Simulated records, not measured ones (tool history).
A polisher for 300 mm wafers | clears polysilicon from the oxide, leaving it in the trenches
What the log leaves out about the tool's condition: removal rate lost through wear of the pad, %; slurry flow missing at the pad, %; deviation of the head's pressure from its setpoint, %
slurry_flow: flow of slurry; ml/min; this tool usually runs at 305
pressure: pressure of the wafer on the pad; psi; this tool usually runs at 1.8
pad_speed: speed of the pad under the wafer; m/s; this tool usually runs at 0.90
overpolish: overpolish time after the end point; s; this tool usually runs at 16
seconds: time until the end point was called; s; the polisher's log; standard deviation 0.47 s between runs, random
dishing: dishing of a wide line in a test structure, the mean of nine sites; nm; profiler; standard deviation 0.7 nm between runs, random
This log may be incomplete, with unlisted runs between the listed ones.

run	hour	slurry_flow	pressure	pad_speed	overpolish	wafers since the last listed run	wafers polished on this pad	hours since the slurry nozzle was cleaned	hours since the head pressure was calibrated	incoming thickness of the incoming film, nm	seconds	dishing
1	0.0	305	1.8	0.90	21	0	2097	182.7	571.4	597.9	60.6	39.3
2	27.0	265	1.8	0.90	16	314	2411	209.7	598.4	608.2	64.6	37.6
# hour 43.1: worn pad replaced by a new one
3	51.9	265	1.8	0.90	16	243	102	234.6	623.3	609.4	61.6	38.7
4	84.9	265	1.8	0.90	16	384	487	267.6	656.3	596.5	60.5	37.6
5	119.4	305	1.6	1.04	16	402	889	302.1	690.8	606.6	59.8	38.3
6	139.8	305	1.6	1.04	16	237	1127	322.5	711.2	599.3	59.7	37.9
7	174.7	370	1.8	0.90	16	406	1533	357.4	746.1	608.3	61.6	37.4
8	198.6	370	1.8	0.90	16	278	1812	381.3	770.0	600.8	60.9	36.9
# hour 230.8: head pressure recalibrated
9	234.2	370	1.8	0.90	16	391	2203	416.9	3.4	608.7	61.7	37.3
10	269.7	305	1.8	0.90	16	413	2617	452.4	38.9	602.0	64.4	36.7
11	301.4	305	1.8	0.90	16	369	2986	484.1	70.6	605.6	65.8	37.2
# hour 328.0: worn pad replaced by a new one
12	328.5	305	1.8	0.90	16	269	6	511.2	97.7	593.4	59.0	37.4
13	353.3	305	1.8	0.90	16	288	295	536.0	122.5	591.6	60.9	37.2
14	372.2	305	1.6	0.90	16	220	515	554.9	141.4	595.1	68.0	36.5
15	403.1	305	1.2	0.60	16	360	875	585.8	172.3	590.9	130.6	30.8
16	424.6	375	1.6	1.02	12	250	1125	607.3	193.8	592.4	60.2	35.7
17	503.9	305	1.8	0.90	16	924	2049	686.6	273.1	602.3	64.5	38.4
18	537.1	375	1.8	0.90	8	386	2436	719.8	306.3	594.2	63.2	31.4
# hour 564.9: slurry nozzle cleaned
19	571.2	250	1.4	0.90	16	385	2822	6.3	340.4	600.2	82.3	35.8
# hour 589.7: worn pad replaced by a new one
20	599.3	360	2.1	1.22	6	280	111	34.4	368.5	594.3	37.4	35.2
21	622.0	305	1.8	0.90	16	264	376	57.1	391.2	598.8	59.2	37.9
22	719.6	365	2.3	0.90	16	1137	1513	154.7	488.8	606.5	47.3	37.7
23	746.0	305	1.8	0.90	16	307	1821	181.1	515.2	599.7	60.9	38.1
24	850.3	305	1.8	0.90	16	1215	3036	285.4	619.5	598.1	63.3	37.6
# hour 856.4: worn pad replaced by a new one
25	870.7	260	1.5	0.68	16	191	166	305.8	639.9	605.2	95.1	35.1
26	894.0	305	1.8	0.90	16	271	437	329.1	663.2	601.5	60.3	38.1
27	921.0	265	1.8	0.64	10	314	752	356.1	690.2	592.7	84.2	31.1
28	935.6	305	1.8	0.90	13	170	922	370.7	704.8	590.7	59.9	36.3
29	957.6	305	1.8	1.12	16	256	1178	392.7	726.8	601.9	50.7	37.8
30	987.9	305	1.8	0.68	16	353	1531	423.0	757.1	604.5	80.4	35.7
31	1006.8	305	1.8	0.66	16	220	1752	441.9	776.0	599.4	82.5	36.4
# hour 1022.3: head pressure recalibrated
32	1034.7	305	2.4	0.90	16	301	2053	469.8	12.4	600.0	47.6	38.6
33	1067.3	305	1.8	0.90	16	379	2433	502.4	45.0	598.8	64.6	37.0
34	1099.5	305	2.4	0.60	9	375	2808	534.6	77.2	598.9	69.6	31.5

Run-by-run hidden state of the tool:
deviation of the head's pressure from its setpoint, %: 0 in every run
H1: removal rate lost through wear of the pad, %
H2: slurry flow missing at the pad, %
run	H1	H2
1	3.63	11.4
2	4.58	12.7
3	1.04	14
4	1.19	15.6
5	1.56	17.3
6	1.88	18.3
7	2.61	20
8	3.24	21.2
9	4.36	23
10	5.71	24.8
11	7.11	26.3
12	0.379	27.7
13	0.438	28.9
14	0.558	29.8
15	0.894	31.4
16	1.23	32.4
17	3.2	36.4
18	4.37	38
19	5.77	4.58
20	0.894	5.97
21	0.98	7.1
22	2.42	11.9
23	3.11	13.3
24	7.08	18.4
25	0.85	19.4
26	0.96	20.6
27	1.21	21.9
28	1.4	22.7
29	1.76	23.8
30	2.41	25.3
31	2.89	26.2
32	3.73	27.6
33	4.89	29.2
34	6.22	30.8
